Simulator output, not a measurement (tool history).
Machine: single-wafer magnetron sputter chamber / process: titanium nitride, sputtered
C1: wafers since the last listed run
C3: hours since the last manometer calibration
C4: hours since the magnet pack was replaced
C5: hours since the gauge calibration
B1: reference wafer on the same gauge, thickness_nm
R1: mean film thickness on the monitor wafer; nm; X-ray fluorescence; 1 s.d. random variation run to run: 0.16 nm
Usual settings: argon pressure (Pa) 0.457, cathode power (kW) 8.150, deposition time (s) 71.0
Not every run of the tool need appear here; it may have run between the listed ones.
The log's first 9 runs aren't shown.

Run 10, hour 235.9: usual settings; C1 241; wafers on the sputter target 1957; C3 2608.6; C4 6691.1; C5 183.1; B1 102.969. Result: R1 109.738 nm.
Run 11, hour 259.9: usual settings; C1 478; wafers on the sputter target 2436; C3 2632.6; C4 6715.1; C5 207.1; B1 102.974. Result: R1 109.792 nm.
Run 12, hour 287.7: usual settings but deposition time (s) 80.1; C1 553; wafers on the sputter target 2990; C3 2660.4; C4 6742.9; C5 234.9; B1 103.017. Result: R1 123.252 nm.
At hour 301.8: sputter target and shields replaced.
At hour 303.4: magnet pack replaced.
Run 13, hour 316.8: usual settings; C1 390; wafers on the sputter target 267; C3 2689.5; C4 13.4; C5 264.0; B1 102.971. Result: R1 110.254 nm.
Run 14, hour 345.9: usual settings; C1 579; wafers on the sputter target 847; C3 2718.6; C4 42.5; C5 293.1; B1 102.997. Result: R1 110.418 nm.
Run 15, hour 377.6: usual settings but argon pressure (Pa) 0.368; C1 631; wafers on the sputter target 1479; C3 2750.3; C4 74.2; C5 324.8; B1 103.003. Result: R1 112.547 nm.
At hour 390.6: capacitance manometer re-zeroed and calibrated.
Run 16, hour 402.8: usual settings but argon pressure (Pa) 0.368; C1 342; wafers on the sputter target 1821; C3 12.2; C4 99.4; C5 350.0; B1 102.946. Result: R1 110.650 nm.
Run 17, hour 419.2: usual settings but argon pressure (Pa) 0.597, cathode power (kW) 9.150, deposition time (s) 80.5; C1 326; wafers on the sputter target 2148; C3 28.6; C4 115.8; C5 366.4; B1 102.988. Result: R1 131.653 nm.
At hour 455.6: sputter target and shields replaced.
Run 18, hour 456.1: usual settings but argon pressure (Pa) 0.411, cathode power (kW) 9.900, deposition time (s) 64.3; C1 575; wafers on the sputter target 10; C3 65.5; C4 152.7; C5 403.3; B1 103.021. Result: R1 121.296 nm.
Run 19, hour 482.1: usual settings; C1 518; wafers on the sputter target 528; C3 91.5; C4 178.7; C5 429.3; B1 103.039. Result: R1 108.683 nm.
Run 20, hour 496.0: usual settings but argon pressure (Pa) 0.370, cathode power (kW) 6.250; C1 276; wafers on the sputter target 805; C3 105.4; C4 192.6; C5 443.2; B1 103.063. Result: R1 85.324 nm.
At hour 510.1: gauge calibrated.
Run 21, hour 520.7: usual settings; C1 492; wafers on the sputter target 1297; C3 130.1; C4 217.3; C5 10.6; B1 102.999. Result: R1 108.325 nm.
Run 22, hour 539.3: usual settings but argon pressure (Pa) 0.547, cathode power (kW) 9.400, deposition time (s) 63.5; C1 370; wafers on the sputter target 1667; C3 148.7; C4 235.9; C5 29.2; B1 102.978. Result: R1 108.732 nm.
Run 23, hour 561.9: usual settings but argon pressure (Pa) 0.547, cathode power (kW) 9.400, deposition time (s) 63.5; C1 450; wafers on the sputter target 2118; C3 171.3; C4 258.5; C5 51.8; B1 103.045. Result: R1 108.594 nm.
Run 24, hour 579.7: usual settings but deposition time (s) 76.0; C1 354; wafers on the sputter target 2472; C3 189.1; C4 276.3; C5 69.6; B1 102.928. Result: R1 115.835 nm.
At hour 613.8: sputter target and shields replaced.
Run 25, hour 614.3: usual settings but argon pressure (Pa) 0.521, deposition time (s) 75.8; C1 530; wafers on the sputter target 9; C3 223.7; C4 310.9; C5 104.2; B1 102.988. Result: R1 114.008 nm.
Run 26, hour 662.9: usual settings; C1 968; wafers on the sputter target 977; C3 272.3; C4 359.5; C5 152.8; B1 103.001. Result: R1 108.368 nm.
Run 27, hour 681.9: usual settings but argon pressure (Pa) 0.630, cathode power (kW) 8.800, deposition time (s) 65.2; C1 378; wafers on the sputter target 1356; C3 291.3; C4 378.5; C5 171.8; B1 102.969. Result: R1 102.305 nm.
Run 28, hour 725.4: usual settings but argon pressure (Pa) 0.357, cathode power (kW) 7.400, deposition time (s) 75.3; C1 866; wafers on the sputter target 2223; C3 334.8; C4 422.0; C5 215.3; B1 102.994. Result: R1 107.338 nm.
Run 29, hour 748.3: usual settings but argon pressure (Pa) 0.589; C1 456; wafers on the sputter target 2679; C3 357.7; C4 444.9; C5 238.2; B1 103.047. Result: R1 104.327 nm.
At hour 758.5: sputter target and shields replaced.
Run 30, hour 762.3: usual settings but argon pressure (Pa) 0.385, cathode power (kW) 6.400, deposition time (s) 63.2; C1 119; wafers on the sputter target 75; C3 371.7; C4 458.9; C5 252.2; B1 103.040. Result: R1 77.909 nm.
Run 31, hour 781.0: usual settings but argon pressure (Pa) 0.354, cathode power (kW) 6.350, deposition time (s) 64.8; C1 372; wafers on the sputter target 447; C3 390.4; C4 477.6; C5 270.9; B1 103.012. Result: R1 80.127 nm.
Run 32, hour 802.4: usual settings; C1 426; wafers on the sputter target 874; C3 411.8; C4 499.0; C5 292.3; B1 103.030. Result: R1 108.999 nm.

Here are 5 independent what-if runs from the current tool condition. What would each one return?
Run A, hour 802.8: usual settings; C1 7; wafers on the sputter target 882; C3 412.2; C4 499.4; C5 292.7; B1 ?. Result: R1 ?.
Run B, hour 802.8: usual settings but argon pressure (Pa) 0.287, cathode power (kW) 10.150, deposition time (s) 80.1; C1 7; wafers on the sputter target 882; C3 412.2; C4 499.4; C5 292.7; B1 ?. Result: R1 ?.
Run C, hour 802.8: usual settings but deposition time (s) 83.0; C1 7; wafers on the sputter target 882; C3 412.2; C4 499.4; C5 292.7; B1 ?. Result: R1 ?.
Run D, hour 802.8: usual settings but argon pressure (Pa) 0.343, deposition time (s) 84.1; C1 7; wafers on the sputter target 882; C3 412.2; C4 499.4; C5 292.7; B1 ?. Result: R1 ?.
Run E, hour 802.8: usual settings but argon pressure (Pa) 0.609, cathode power (kW) 9.750; C1 7; wafers on the sputter target 882; C3 412.2; C4 499.4; C5 292.7; B1 ?. Result: R1 ?.

run       B1       R1
  A  103.040  109.167
  B  103.040  161.040
  C  103.040  127.617
  D  103.040  133.591
  E  103.040  125.123
The same runs, with their run-to-run variation unchanged, on a tool lacking any hidden condition would have given:
run       R1
  A  108.295
  B  160.263
  C  126.598
  D  132.805
  E  123.783
